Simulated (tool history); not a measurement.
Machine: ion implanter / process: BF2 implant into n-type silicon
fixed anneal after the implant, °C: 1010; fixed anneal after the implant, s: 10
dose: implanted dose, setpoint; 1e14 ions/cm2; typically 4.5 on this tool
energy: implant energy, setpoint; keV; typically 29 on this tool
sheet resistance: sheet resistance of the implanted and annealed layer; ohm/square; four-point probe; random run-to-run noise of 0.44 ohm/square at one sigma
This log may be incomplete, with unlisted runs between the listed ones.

run,day,dose,energy,wafers since the last listed run,hours since the last dose calibration,hours since the extraction supply was calibrated,hours since the gauge calibration,"read-back reference wafer on the same gauge, sheet resistance",sheet resistance
1,0,4.5,29,0,2262.1,2145.5,115.8,305.94,291.77
2,0.471,4.5,29,200,2273.4,2156.8,127.1,305.92,291.33
3,1.088,4.5,29,262,2288.2,2171.6,141.9,305.86,292.13
4,1.388,4.5,29,127,2295.4,2178.8,149.1,305.98,290.87
5,1.825,4.5,29,185,2305.9,2189.3,159.6,305.84,291.66
6,2.421,4.5,29,253,2320.2,2203.6,173.9,306.15,290.77
7,2.967,4.5,29,231,2333.3,2216.7,187,306.07,291.45
8,3.333,4.82,29,155,2342.1,2225.5,195.8,306.05,275.82
9,3.654,3.75,36,136,2349.8,2233.2,203.5,306.23,331.49
10,4.258,4.5,29,256,2364.3,2247.7,218,306,291.32
11,4.762,5.29,37,214,2376.4,2259.8,230.1,306.05,245.74
12,5.012,4.5,29,106,2382.4,2265.8,236.1,306.17,291.67
# day 5.867: extraction supply calibrated
13,5.888,5.61,25.5,230,2403.4,0.5,257.1,305.9,253.99
14,5.979,3.86,39,38,2405.6,2.7,259.3,306.07,320.85
# day 6.171: gauge calibrated
# day 6.542: Faraday cup replaced and dose calibrated
15,6.562,4.5,29,106,0.5,16.7,9.4,306.12,291.75

Forecast run 16:
16,7.004,5.74,23.5,187,11.1,27.3,20,?,?

{"run 16": {"read-back reference wafer on the same gauge, sheet resistance": 306.01, "sheet resistance": 256.67}}
Had the tool carried no hidden state, the very same run would have given sheet resistance 256.67 ohm/square.
